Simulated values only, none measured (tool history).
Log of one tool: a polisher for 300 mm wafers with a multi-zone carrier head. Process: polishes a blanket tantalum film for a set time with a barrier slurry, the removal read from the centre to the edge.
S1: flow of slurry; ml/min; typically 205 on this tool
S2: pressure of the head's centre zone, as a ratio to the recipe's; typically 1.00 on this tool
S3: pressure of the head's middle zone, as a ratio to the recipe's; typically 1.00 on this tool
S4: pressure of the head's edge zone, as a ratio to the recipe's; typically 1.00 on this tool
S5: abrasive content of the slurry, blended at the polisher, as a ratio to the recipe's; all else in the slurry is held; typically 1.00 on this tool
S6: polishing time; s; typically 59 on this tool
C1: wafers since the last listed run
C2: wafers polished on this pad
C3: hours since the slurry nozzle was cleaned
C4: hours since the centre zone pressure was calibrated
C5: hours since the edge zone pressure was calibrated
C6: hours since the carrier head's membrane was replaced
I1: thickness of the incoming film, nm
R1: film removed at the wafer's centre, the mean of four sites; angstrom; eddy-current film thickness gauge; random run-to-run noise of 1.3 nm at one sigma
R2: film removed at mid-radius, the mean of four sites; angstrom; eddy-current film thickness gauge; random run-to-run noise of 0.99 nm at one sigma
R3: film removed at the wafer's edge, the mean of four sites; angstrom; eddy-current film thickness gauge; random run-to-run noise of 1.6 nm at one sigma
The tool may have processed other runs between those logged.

run,hour,S1,S2,S3,S4,S5,S6,C1,C2,C3,C4,C5,C6,I1,R1,R2,R3
1,0.0,205,1.00,1.00,1.00,0.95,59,0,2435,281.0,138.0,54.8,708.5,378.1,1088,1099,1132
2,100.7,205,1.00,1.00,1.00,0.95,59,1176,3611,381.7,238.7,155.5,809.2,374.6,1102,1112,1109
3,149.1,205,1.00,1.00,1.00,0.95,59,565,4176,430.1,287.1,203.9,857.6,383.1,1104,1104,1092
4,241.1,205,1.00,1.00,1.00,1.00,59,1074,5251,522.1,379.1,295.9,949.6,376.1,1128,1122,1104
5,285.2,205,1.00,1.00,1.00,1.00,59,515,5766,566.2,423.2,340.0,993.7,379.7,1103,1132,1134
# hour 329.0: worn pad replaced by a new one
6,332.0,205,1.00,1.00,1.00,1.00,59,499,35,613.0,470.0,386.8,1040.5,381.1,1102,1122,1115
# hour 340.1: slurry nozzle cleaned
# hour 357.4: edge zone pressure recalibrated
7,380.1,230,1.05,1.00,1.00,1.15,49,526,562,40.0,518.1,22.7,1088.6,378.2,1031,987,959
# hour 399.6: centre zone pressure recalibrated
8,418.3,255,1.00,1.03,0.97,0.90,59,422,985,78.2,18.7,60.9,1126.8,378.8,1091,1145,1084
9,521.7,205,1.00,1.00,1.00,1.00,79,1207,2193,181.6,122.1,164.3,1230.2,373.5,1480,1502,1532
10,611.2,135,1.00,1.08,0.91,1.00,76,1045,3238,271.1,211.6,253.8,1319.7,373.4,1304,1404,1308
# hour 666.6: carrier head's membrane replaced by a new one
11,711.8,205,0.90,1.07,0.93,1.00,48,1116,4355,371.7,312.2,354.4,45.2,383.5,827,945,867
# hour 748.0: worn pad replaced by a new one
12,784.0,205,1.00,1.00,1.00,1.00,59,796,420,443.9,384.4,426.6,117.4,385.5,1118,1121,1137
# hour 806.9: edge zone pressure recalibrated
13,888.4,205,0.88,1.00,1.00,0.90,59,1196,1616,548.3,488.8,81.5,221.8,375.5,946,1101,1097
# hour 962.2: centre zone pressure recalibrated
# hour 1063.4: slurry nozzle cleaned
14,1134.8,160,1.00,1.09,0.96,0.85,59,2843,4459,71.4,172.6,327.9,468.2,376.3,1027,1069,1037
15,1182.0,205,1.10,1.00,1.06,1.10,59,551,5011,118.6,219.8,375.1,515.4,376.3,1252,1142,1190
16,1237.4,205,1.00,1.00,1.00,1.00,59,647,5658,174.0,275.2,430.5,570.8,376.6,1106,1132,1126
# hour 1244.3: edge zone pressure recalibrated
17,1281.3,205,1.09,1.08,1.00,1.00,77,489,6147,217.9,319.1,37.0,614.7,380.0,1613,1536,1467
# hour 1289.8: worn pad replaced by a new one
18,1322.8,205,0.89,1.00,0.97,1.00,40,438,385,259.4,360.6,78.5,656.2,384.5,667,745,747
19,1361.7,205,1.00,0.96,0.94,1.00,59,454,839,298.3,399.5,117.4,695.1,376.4,1125,1105,1091
# hour 1428.0: centre zone pressure recalibrated
20,1463.8,180,0.97,1.00,0.92,1.00,40,1169,2009,400.4,35.8,219.5,797.2,384.7,714,753,709
21,1534.9,205,1.00,1.00,1.00,1.00,59,830,2839,471.5,106.9,290.6,868.3,384.5,1118,1125,1133
22,1610.1,205,1.00,1.00,0.91,1.00,59,878,3718,546.7,182.1,365.8,943.5,386.8,1110,1119,1047

Describe how what the log doesn't record of the tool's condition differs between the last listed run preceding each entry between runs and the first listed run following it.
From run 5 to run 6: worn pad replaced by a new one (hour 329.0)
  no hidden state differs between the two runs
From run 6 to run 7: slurry nozzle cleaned (hour 340.1); edge zone pressure recalibrated (hour 357.4)
  no hidden state differs between the two runs
From run 7 to run 8: centre zone pressure recalibrated (hour 399.6)
  no hidden state differs between the two runs
From run 10 to run 11: carrier head's membrane replaced by a new one (hour 666.6)
  no hidden state differs between the two runs
From run 11 to run 12: worn pad replaced by a new one (hour 748.0)
  no hidden state differs between the two runs
From run 12 to run 13: edge zone pressure recalibrated (hour 806.9)
  no hidden state differs between the two runs
From run 13 to run 14: centre zone pressure recalibrated (hour 962.2); slurry nozzle cleaned (hour 1063.4)
  no hidden state differs between the two runs
From run 16 to run 17: edge zone pressure recalibrated (hour 1244.3)
  no hidden state differs between the two runs
From run 17 to run 18: worn pad replaced by a new one (hour 1289.8)
  no hidden state differs between the two runs
From run 19 to run 20: centre zone pressure recalibrated (hour 1428.0)
  no hidden state differs between the two runs
